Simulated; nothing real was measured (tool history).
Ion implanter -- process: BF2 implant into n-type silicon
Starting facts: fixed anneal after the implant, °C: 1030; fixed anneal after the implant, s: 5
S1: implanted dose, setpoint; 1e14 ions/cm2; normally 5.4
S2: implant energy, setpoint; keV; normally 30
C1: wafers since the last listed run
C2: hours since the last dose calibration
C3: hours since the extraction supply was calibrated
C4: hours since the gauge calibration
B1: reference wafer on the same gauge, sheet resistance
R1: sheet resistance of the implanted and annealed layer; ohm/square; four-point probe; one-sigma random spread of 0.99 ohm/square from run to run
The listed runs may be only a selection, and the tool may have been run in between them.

Run 1, hour 0: usual settings but S2 32.5 keV; C1 0; C2 1656.3; C3 5800.4; C4 465; B1 228.22. Result: R1 199.7 ohm/square.
Run 2, hour 33.4: usual settings but S2 32.5 keV; C1 708; C2 1689.7; C3 5833.8; C4 498.4; B1 228.38. Result: R1 198.85 ohm/square.
Run 3, hour 52.2: usual settings but S2 32.5 keV; C1 398; C2 1708.5; C3 5852.6; C4 517.2; B1 227.99. Result: R1 199.48 ohm/square.
Run 4, hour 76.2: usual settings; C1 509; C2 1732.5; C3 5876.6; C4 541.2; B1 227.76. Result: R1 204.28 ohm/square.
Run 5, hour 89.2: usual settings; C1 275; C2 1745.5; C3 5889.6; C4 554.2; B1 228.08. Result: R1 202.53 ohm/square.
Run 6, hour 107.4: usual settings; C1 386; C2 1763.7; C3 5907.8; C4 572.4; B1 228.08. Result: R1 201.53 ohm/square.
Run 7, hour 122.1: usual settings; C1 311; C2 1778.4; C3 5922.5; C4 587.1; B1 228.39. Result: R1 200.41 ohm/square.
At hour 144.8: extraction supply calibrated.
Run 8, hour 158.9: usual settings; C1 611; C2 1815.2; C3 14.1; C4 623.9; B1 228.14. Result: R1 199.98 ohm/square.
Run 9, hour 190.4: usual settings; C1 668; C2 1846.7; C3 45.6; C4 655.4; B1 228.16. Result: R1 203.08 ohm/square.
Run 10, hour 225.7: usual settings; C1 749; C2 1882; C3 80.9; C4 690.7; B1 228. Result: R1 202.01 ohm/square.
Run 11, hour 246.1: usual settings but S1 4.58 1e14 ions/cm2; C1 432; C2 1902.4; C3 101.3; C4 711.1; B1 228.04. Result: R1 228.28 ohm/square.
Run 12, hour 270.8: usual settings; C1 524; C2 1927.1; C3 126; C4 735.8; B1 228.02. Result: R1 200.78 ohm/square.
Run 13, hour 303.8: usual settings; C1 700; C2 1960.1; C3 159; C4 768.8; B1 227.41. Result: R1 199.39 ohm/square.
Run 14, hour 330.8: usual settings but S1 4.21 1e14 ions/cm2, S2 21 keV; C1 573; C2 1987.1; C3 186; C4 795.8; B1 228.16. Result: R1 262.23 ohm/square.
Run 15, hour 356.6: usual settings but S1 6.65 1e14 ions/cm2, S2 23 keV; C1 547; C2 2012.9; C3 211.8; C4 821.6; B1 228.36. Result: R1 190.98 ohm/square.
Run 16, hour 392.2: usual settings; C1 755; C2 2048.5; C3 247.4; C4 857.2; B1 228.22. Result: R1 200.54 ohm/square.
Run 17, hour 415.7: usual settings but S2 38.5 keV; C1 498; C2 2072; C3 270.9; C4 880.7; B1 228.42. Result: R1 192.19 ohm/square.
At hour 443.9: gauge calibrated.
Run 18, hour 446.1: usual settings but S1 4.42 1e14 ions/cm2; C1 645; C2 2102.4; C3 301.3; C4 2.2; B1 227.41. Result: R1 236.77 ohm/square.
Run 19, hour 466.1: usual settings but S1 4.86 1e14 ions/cm2, S2 22.5 keV; C1 424; C2 2122.4; C3 321.3; C4 22.2; B1 228. Result: R1 231.74 ohm/square.
Run 20, hour 494.2: usual settings; C1 596; C2 2150.5; C3 349.4; C4 50.3; B1 228.2. Result: R1 200.04 ohm/square.
At hour 507.5: Faraday cup replaced and dose calibrated.
Run 21, hour 510.9: usual settings but S2 38 keV; C1 184; C2 3.4; C3 366.1; C4 67; B1 228.15. Result: R1 200.7 ohm/square.
Run 22, hour 531.5: usual settings but S1 3.89 1e14 ions/cm2, S2 38 keV; C1 437; C2 24; C3 386.7; C4 87.6; B1 227.9. Result: R1 268.78 ohm/square.
Run 23, hour 551.8: usual settings; C1 430; C2 44.3; C3 407; C4 107.9; B1 228.14. Result: R1 210.26 ohm/square.
Run 24, hour 572: usual settings but S1 6.08 1e14 ions/cm2, S2 20.5 keV; C1 428; C2 64.5; C3 427.2; C4 128.1; B1 228.21. Result: R1 214.62 ohm/square.
Run 25, hour 604.8: usual settings but S1 6.08 1e14 ions/cm2, S2 20.5 keV; C1 696; C2 97.3; C3 460; C4 160.9; B1 228.27. Result: R1 214.46 ohm/square.
Run 26, hour 647.1: usual settings but S1 6.25 1e14 ions/cm2, S2 24 keV; C1 897; C2 139.6; C3 502.3; C4 203.2; B1 228.38. Result: R1 201.7 ohm/square.
Run 27, hour 673.8: usual settings but S1 4.19 1e14 ions/cm2, S2 37.5 keV; C1 566; C2 166.3; C3 529; C4 229.9; B1 227.95. Result: R1 252.01 ohm/square.
Run 28, hour 703.5: usual settings but S1 4.91 1e14 ions/cm2, S2 37.5 keV; C1 630; C2 196; C3 558.7; C4 259.6; B1 228.28. Result: R1 219.82 ohm/square.
Run 29, hour 719.6: usual settings but S1 4.36 1e14 ions/cm2, S2 23 keV; C1 341; C2 212.1; C3 574.8; C4 275.7; B1 227.79. Result: R1 262.74 ohm/square.
Run 30, hour 750.9: usual settings but S1 6.21 1e14 ions/cm2, S2 23 keV; C1 664; C2 243.4; C3 606.1; C4 307; B1 228.16. Result: R1 203.4 ohm/square.
Run 31, hour 763.4: usual settings but S1 6.87 1e14 ions/cm2, S2 26.5 keV; C1 265; C2 255.9; C3 618.6; C4 319.5; B1 228.34. Result: R1 184.95 ohm/square.
Run 32, hour 789.4: usual settings but S1 3.89 1e14 ions/cm2, S2 40.5 keV; C1 551; C2 281.9; C3 644.6; C4 345.5; B1 228.02. Result: R1 265.9 ohm/square.
Run 33, hour 813.4: usual settings; C1 509; C2 305.9; C3 668.6; C4 369.5; B1 227.87. Result: R1 211.93 ohm/square.
Run 34, hour 842.2: usual settings but S1 6.87 1e14 ions/cm2, S2 26.5 keV; C1 611; C2 334.7; C3 697.4; C4 398.3; B1 227.8. Result: R1 183.55 ohm/square.
Run 35, hour 944.8: usual settings; C1 2177; C2 437.3; C3 800; C4 500.9; B1 228.47. Result: R1 209.62 ohm/square.
Run 36, hour 974.6: usual settings but S1 4.79 1e14 ions/cm2, S2 36 keV; C1 632; C2 467.1; C3 829.8; C4 530.7; B1 228.02. Result: R1 224.66 ohm/square.
Run 37, hour 989.9: usual settings but S2 33.5 keV; C1 324; C2 482.4; C3 845.1; C4 546; B1 227.69. Result: R1 205.1 ohm/square.

The tool's hidden state at each run:
deviation of the true energy from its setpoint, %: 0 across all the runs
gauge reads high (%): 0 across all the runs
H1: deviation of the true dose from the Faraday cup's reading, %
run       H1
  1     4.68
  2     4.76
  3     4.81
  4     4.87
  5     4.91
  6     4.95
  7     4.99
  8     5.09
  9     5.17
 10     5.26
 11     5.31
 12     5.38
 13     5.46
 14     5.53
 15      5.6
 16     5.69
 17     5.75
 18     5.83
 19     5.88
 20     5.95
 21   -0.712
 22   -0.659
 23   -0.606
 24   -0.554
 25   -0.469
 26    -0.36
 27    -0.29
 28   -0.214
 29   -0.172
 30  -0.0909
 31  -0.0586
 32   0.0087
 33   0.0708
 34    0.145
 35    0.411
 36    0.488
 37    0.528
